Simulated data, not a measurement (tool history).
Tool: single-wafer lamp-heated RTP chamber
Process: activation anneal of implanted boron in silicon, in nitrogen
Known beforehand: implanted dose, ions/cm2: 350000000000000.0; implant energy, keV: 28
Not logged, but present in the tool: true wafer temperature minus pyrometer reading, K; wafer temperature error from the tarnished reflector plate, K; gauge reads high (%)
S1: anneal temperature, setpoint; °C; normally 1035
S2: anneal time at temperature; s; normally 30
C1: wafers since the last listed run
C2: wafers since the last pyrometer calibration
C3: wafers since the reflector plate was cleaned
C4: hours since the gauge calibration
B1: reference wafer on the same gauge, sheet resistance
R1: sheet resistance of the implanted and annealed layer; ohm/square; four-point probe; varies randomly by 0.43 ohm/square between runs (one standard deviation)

run,hour,S1,S2,C1,C2,C3,C4,B1,R1
1,0,1035,30,0,812,5920,458.4,268.13,285.48
2,49.8,1035,30,651,1464,6571,508.2,268.11,286.17
3,136.2,1035,16,1129,2594,7701,594.6,268.22,288.27
4,207.2,1043,30,928,3522,8630,665.6,268.29,286.26
5,259.2,1043,30,680,4202,9310,717.6,268.36,285.81
# hour 267.7: reflector plate cleaned
6,293.3,1035,22,341,4544,334,751.7,268.36,287.52
7,317.3,1035,22,313,4858,648,775.7,268.37,286.9
8,360,1035,30,558,5416,1206,818.4,268.45,286.74
9,386.2,1035,30,342,5759,1549,844.6,268.56,286.52
10,420.9,1035,30,453,6213,2003,879.3,268.54,286.99
# hour 473.4: pyrometer window cleaned and pyrometer calibrated
11,486.9,1035,30,758,176,2761,945.3,268.68,287.61
12,555,1027,30,890,1067,3652,1013.4,268.82,287.88
13,613.3,1035,30,762,1829,4414,1071.7,268.92,287.88
14,681.1,1035,19,886,2716,5301,1139.5,268.9,288.5
15,711,1035,22,391,3107,5692,1169.4,268.97,287.82
16,779.5,1044,19,895,4003,6588,1237.9,269.15,287.09
17,834.6,1053,20,720,4723,7308,1293,269.33,286.82
18,895.3,1047,35,793,5517,8102,1353.7,269.56,285.96
19,935.2,1056,44,521,6039,8624,1393.6,269.59,286.02
# hour 963.1: reflector plate cleaned
# hour 965.4: pyrometer window cleaned and pyrometer calibrated
20,1003.1,1060,45,752,492,492,1461.5,269.75,285.42
21,1071.5,1061,30,894,1387,1387,1529.9,269.86,286.83
22,1107.5,1062,42,470,1858,1858,1565.9,270.02,286.76
23,1158.1,1055,43,661,2520,2520,1616.5,270.21,286.41
24,1183.6,1035,43,333,2853,2853,1642,270.26,286.54
# hour 1187.6: gauge calibrated
25,1210.8,1058,44,355,3209,3209,23.2,267.91,283.15
26,1260.8,1035,30,653,3863,3863,73.2,268.02,285.71
27,1285.7,1056,16,325,4188,4188,98.1,267.9,286
28,1454.5,1007,24,2207,6396,6396,266.9,268.07,290.73
# hour 1463.3: pyrometer window cleaned and pyrometer calibrated
29,1516.6,1035,30,707,696,7104,329,267.98,286.55
30,1572.8,1035,45,735,1431,7839,385.2,268.01,284.9
# hour 1641.4: reflector plate cleaned
31,1643.6,1046,17,821,2253,28,456,268.06,286.34
32,1706.5,1035,30,822,3075,850,518.9,268.22,286.35
33,1777.7,1022,30,931,4007,1782,590.1,268.23,288.04
34,1809.2,1054,45,411,4419,2194,621.6,268.22,283.78
35,1879.1,1035,30,914,5333,3108,691.5,268.41,286.49
# hour 1971.6: pyrometer window cleaned and pyrometer calibrated
36,2024.9,1035,36,1802,697,4910,837.3,268.52,286.22

Pick out some run-to-run changes in R1. Of each, how much would a tool without hidden state show as well, from the settings, what came in and chance, and how much is left for the hidden state and any gauge scatter not in both results compared?
Run 20 -> 21: S1 1060 -> 1061, S2 45 -> 30. R1 +1.41 ohm/square: hidden state +0.19, all else +1.22.
Run 24 -> 25: S1 1035 -> 1058, S2 43 -> 44, gauge calibrated. R1 -3.39 ohm/square: hidden state -2.45, all else -0.94.
Run 27 -> 28: S1 1056 -> 1007, S2 16 -> 24. R1 +4.73 ohm/square: hidden state +0.05, all else +4.68.
Run 28 -> 29: S1 1007 -> 1035, S2 24 -> 30, pyrometer window cleaned and pyrometer calibrated. R1 -4.18 ohm/square: hidden state +0.03, all else -4.21.
Run 33 -> 34: S1 1022 -> 1054, S2 30 -> 45. R1 -4.26 ohm/square: hidden state +0.03, all else -4.29.
Run 35 -> 36: S2 30 -> 36, pyrometer window cleaned and pyrometer calibrated. R1 -0.27 ohm/square: hidden state +0.2, all else -0.47.
